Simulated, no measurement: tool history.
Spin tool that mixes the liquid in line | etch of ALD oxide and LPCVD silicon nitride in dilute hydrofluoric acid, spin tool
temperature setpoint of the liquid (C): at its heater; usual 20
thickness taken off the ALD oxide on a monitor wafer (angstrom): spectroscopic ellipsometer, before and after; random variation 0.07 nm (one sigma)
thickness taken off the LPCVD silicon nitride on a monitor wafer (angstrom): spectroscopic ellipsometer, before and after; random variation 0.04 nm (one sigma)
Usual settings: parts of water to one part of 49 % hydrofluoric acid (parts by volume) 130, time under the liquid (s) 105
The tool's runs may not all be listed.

run,day,temperature setpoint of the liquid (C),parts of water to one part of 49 % hydrofluoric acid (parts by volume),time under the liquid (s),wafers since the last listed run,hours since the thermometer was replaced,hours since the hydrofluoric acid flow meter was replaced,hours since the gauge calibration,"read-back film thickness of the ALD oxide reference wafer, read on the same gauge (nm)","read-back film thickness of the LPCVD silicon nitride reference wafer, read on the same gauge (nm)",thickness taken off the ALD oxide on a monitor wafer (angstrom),thickness taken off the LPCVD silicon nitride on a monitor wafer (angstrom)
1,0,20,130,105,0,1129.9,838.5,266,138.52,49.46,119.4,3.15
2,1.483,20,130,105,365,1165.5,874.1,301.6,138.36,49.437,120.4,3.52
3,2.338,20,130,105,210,1186,894.6,322.1,138.2,49.34,119.2,3.59
# day 3.179: thermometer replaced
4,3.562,17,90,105,291,9.2,924,351.5,138.03,49.274,159.4,3.73
5,4.262,17,90,105,172,26,940.8,368.3,137.89,49.267,157.9,4.6
6,5.183,18,130,105,226,48.1,962.9,390.4,137.78,49.201,109.8,2.61
7,5.983,18,130,105,197,67.3,982.1,409.6,137.63,49.147,109.2,3.79
8,6.638,20,130,105,161,83,997.8,425.3,137.51,49.115,118.4,3.85
9,7.525,20,130,105,218,104.3,1019.1,446.6,137.32,49.048,118,3.51
10,8.046,20,130,105,128,116.8,1031.6,459.1,137.27,48.993,117.3,3.65
# day 8.754: hydrofluoric acid flow meter replaced
11,9.104,17,130,150,250,142.2,8.4,484.5,137.02,48.936,149.2,3.83
12,10.412,20,130,105,322,173.6,39.8,515.9,136.72,48.859,117.5,3.05
13,11.671,18.5,130,135,309,203.8,70,546.1,136.47,48.715,141.1,4.18
14,12.688,23.5,160,140,250,228.2,94.4,570.5,136.19,48.617,142.8,5.44
15,13.333,20,145,145,159,243.7,109.9,586,136.03,48.614,142.8,4.25
# day 13.892: gauge calibrated
16,14.233,18.5,90,125,221,265.3,131.5,8.2,140.53,50.186,204.5,6.47
17,14.875,20,130,105,158,280.7,146.9,23.6,140.55,50.178,120.7,3.56
18,15.983,20,130,105,272,307.3,173.5,50.2,140.51,50.209,120,2.8
19,16.583,25,150,105,147,321.7,187.9,64.6,140.51,50.165,124.6,3.73
20,19.5,20,190,105,718,391.7,257.9,134.6,140.39,50.17,77.8,2.62
21,20.767,17,130,75,311,422.1,288.3,165,140.32,50.131,76,2.08
22,21.896,20,130,105,278,449.2,315.4,192.1,140.22,50.093,120.6,3.95
23,23.05,18,130,90,284,476.9,343.1,219.8,140.1,50.027,95.8,2.79
24,24.188,23,175,80,280,504.2,370.4,247.1,139.99,49.989,73,2.38
25,25.008,18,130,165,202,523.9,390.1,266.8,139.89,50.001,173.8,5.66
26,26.208,23,95,155,295,552.7,418.9,295.6,139.76,49.92,283.7,7.7
27,29.162,23,110,170,727,623.6,489.8,366.5,139.31,49.735,263.9,8.64

Forecast each of these 3 alternatives for the next run:
A,29.179,20,75,105,4,624,490.2,366.9,?,?,?,?
B,29.179,17,90,70,4,624,490.2,366.9,?,?,?,?
C,29.179,20,130,160,4,624,490.2,366.9,?,?,?,?

run,"read-back film thickness of the ALD oxide reference wafer, read on the same gauge (nm)","read-back film thickness of the LPCVD silicon nitride reference wafer, read on the same gauge (nm)",thickness taken off the ALD oxide on a monitor wafer (angstrom),thickness taken off the LPCVD silicon nitride on a monitor wafer (angstrom)
A,139.3,49.765,221.1,6.36
B,139.3,49.765,106.5,2.88
C,139.3,49.765,182.8,5.67
Without the tool's hidden state the same runs would have given:
run,thickness taken off the ALD oxide on a monitor wafer (angstrom),thickness taken off the LPCVD silicon nitride on a monitor wafer (angstrom)
A,222.1,6.39
B,107,2.9
C,183.7,5.69

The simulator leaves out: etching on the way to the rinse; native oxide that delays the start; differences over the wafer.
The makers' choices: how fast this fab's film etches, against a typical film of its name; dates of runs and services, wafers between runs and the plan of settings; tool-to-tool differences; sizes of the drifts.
